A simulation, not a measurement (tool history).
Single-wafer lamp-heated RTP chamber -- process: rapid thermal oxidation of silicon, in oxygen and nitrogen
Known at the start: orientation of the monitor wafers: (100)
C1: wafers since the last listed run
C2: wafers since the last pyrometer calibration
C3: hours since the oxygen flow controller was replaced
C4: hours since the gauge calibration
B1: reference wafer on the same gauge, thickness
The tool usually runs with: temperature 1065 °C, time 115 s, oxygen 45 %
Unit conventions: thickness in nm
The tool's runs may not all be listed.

{"run": 1, "day": 0.0, "temperature": 1065, "time": 115, "oxygen": 45, "C1": 0, "C2": 2353, "C3": 1796.1, "C4": 2139.2, "B1": 9.273, "thickness": 9.367}
{"run": 2, "day": 2.567, "temperature": 1065, "time": 115, "oxygen": 45, "C1": 464, "C2": 2818, "C3": 1857.7, "C4": 2200.8, "B1": 9.288, "thickness": 9.233}
{"run": 3, "day": 4.183, "temperature": 1065, "time": 115, "oxygen": 45, "C1": 292, "C2": 3110, "C3": 1896.5, "C4": 2239.6, "B1": 9.289, "thickness": 9.167}
{"day": 4.246, "done": "gauge calibrated"}
{"run": 4, "day": 5.921, "temperature": 1065, "time": 150, "oxygen": 45, "C1": 314, "C2": 3424, "C3": 1938.2, "C4": 40.2, "B1": 9.272, "thickness": 10.332}
{"run": 5, "day": 7.504, "temperature": 1065, "time": 150, "oxygen": 45, "C1": 286, "C2": 3711, "C3": 1976.2, "C4": 78.2, "B1": 9.275, "thickness": 10.437}
{"day": 9.575, "done": "pyrometer window cleaned and pyrometer calibrated"}
{"run": 6, "day": 9.962, "temperature": 1065, "time": 150, "oxygen": 45, "C1": 384, "C2": 69, "C3": 2035.2, "C4": 137.2, "B1": 9.284, "thickness": 10.474}
{"run": 7, "day": 11.917, "temperature": 1076, "time": 115, "oxygen": 62, "C1": 353, "C2": 423, "C3": 2082.1, "C4": 184.1, "B1": 9.264, "thickness": 11.098}
{"run": 8, "day": 13.55, "temperature": 1076, "time": 115, "oxygen": 62, "C1": 295, "C2": 718, "C3": 2121.3, "C4": 223.3, "B1": 9.287, "thickness": 11.207}
{"run": 9, "day": 16.112, "temperature": 1065, "time": 115, "oxygen": 45, "C1": 463, "C2": 1182, "C3": 2182.8, "C4": 284.8, "B1": 9.292, "thickness": 9.175}
{"run": 10, "day": 18.317, "temperature": 1065, "time": 115, "oxygen": 45, "C1": 398, "C2": 1580, "C3": 2235.7, "C4": 337.7, "B1": 9.289, "thickness": 9.255}
{"run": 11, "day": 22.321, "temperature": 1065, "time": 115, "oxygen": 45, "C1": 724, "C2": 2304, "C3": 2331.8, "C4": 433.8, "B1": 9.271, "thickness": 9.158}
{"run": 12, "day": 24.008, "temperature": 1065, "time": 115, "oxygen": 45, "C1": 305, "C2": 2610, "C3": 2372.3, "C4": 474.3, "B1": 9.296, "thickness": 9.26}
{"run": 13, "day": 28.35, "temperature": 1065, "time": 115, "oxygen": 45, "C1": 785, "C2": 3395, "C3": 2476.5, "C4": 578.5, "B1": 9.296, "thickness": 9.27}
{"run": 14, "day": 30.75, "temperature": 1065, "time": 158, "oxygen": 45, "C1": 434, "C2": 3829, "C3": 2534.1, "C4": 636.1, "B1": 9.275, "thickness": 10.683}
{"day": 32.471, "done": "pyrometer window cleaned and pyrometer calibrated"}
{"run": 15, "day": 33.762, "temperature": 1065, "time": 88, "oxygen": 45, "C1": 484, "C2": 233, "C3": 2606.4, "C4": 708.4, "B1": 9.27, "thickness": 8.111}
{"run": 16, "day": 36.604, "temperature": 1065, "time": 88, "oxygen": 45, "C1": 513, "C2": 747, "C3": 2674.6, "C4": 776.6, "B1": 9.294, "thickness": 8.098}
{"run": 17, "day": 39.454, "temperature": 1065, "time": 88, "oxygen": 45, "C1": 515, "C2": 1263, "C3": 2743.0, "C4": 845.0, "B1": 9.27, "thickness": 8.165}
{"run": 18, "day": 43.15, "temperature": 1065, "time": 115, "oxygen": 45, "C1": 668, "C2": 1931, "C3": 2831.7, "C4": 933.7, "B1": 9.284, "thickness": 9.115}
{"run": 19, "day": 44.771, "temperature": 1042, "time": 100, "oxygen": 29, "C1": 293, "C2": 2224, "C3": 2870.6, "C4": 972.6, "B1": 9.291, "thickness": 6.38}
{"run": 20, "day": 47.379, "temperature": 1083, "time": 132, "oxygen": 53, "C1": 471, "C2": 2696, "C3": 2933.2, "C4": 1035.2, "B1": 9.278, "thickness": 11.868}
{"day": 57.088, "done": "pyrometer window cleaned and pyrometer calibrated"}
{"run": 21, "day": 58.783, "temperature": 1065, "time": 115, "oxygen": 45, "C1": 2002, "C2": 306, "C3": 3206.9, "C4": 1308.9, "B1": 9.269, "thickness": 9.272}
{"day": 60.5, "done": "oxygen flow controller replaced"}
{"run": 22, "day": 62.646, "temperature": 1065, "time": 115, "oxygen": 72, "C1": 638, "C2": 945, "C3": 51.5, "C4": 1401.6, "B1": 9.276, "thickness": 10.898}
{"run": 23, "day": 67.646, "temperature": 1091, "time": 130, "oxygen": 31, "C1": 904, "C2": 1849, "C3": 171.5, "C4": 1521.6, "B1": 9.284, "thickness": 10.062}
{"run": 24, "day": 69.425, "temperature": 1050, "time": 115, "oxygen": 22, "C1": 321, "C2": 2171, "C3": 214.2, "C4": 1564.3, "B1": 9.277, "thickness": 6.499}
{"run": 25, "day": 73.358, "temperature": 1038, "time": 115, "oxygen": 45, "C1": 711, "C2": 2882, "C3": 308.6, "C4": 1658.7, "B1": 9.273, "thickness": 7.755}
{"run": 26, "day": 77.608, "temperature": 1074, "time": 154, "oxygen": 20, "C1": 768, "C2": 3651, "C3": 410.6, "C4": 1760.7, "B1": 9.273, "thickness": 8.434}
{"run": 27, "day": 79.975, "temperature": 1055, "time": 59, "oxygen": 34, "C1": 428, "C2": 4079, "C3": 467.4, "C4": 1817.5, "B1": 9.266, "thickness": 5.774}
{"run": 28, "day": 83.062, "temperature": 1048, "time": 89, "oxygen": 18, "C1": 558, "C2": 4637, "C3": 541.5, "C4": 1891.6, "B1": 9.274, "thickness": 5.296}

Expected results for the next run?
{"day": 86.025, "done": "pyrometer window cleaned and pyrometer calibrated"}
{"run": 29, "day": 86.179, "temperature": 1065, "time": 115, "oxygen": 45, "C1": 503, "C2": 28, "C3": 616.3, "C4": 1966.4, "B1": "?", "thickness": "?"}

B1: 9.261
thickness: 9.284 nm
Without the tool's hidden state the same run would have given thickness 9.284 nm.
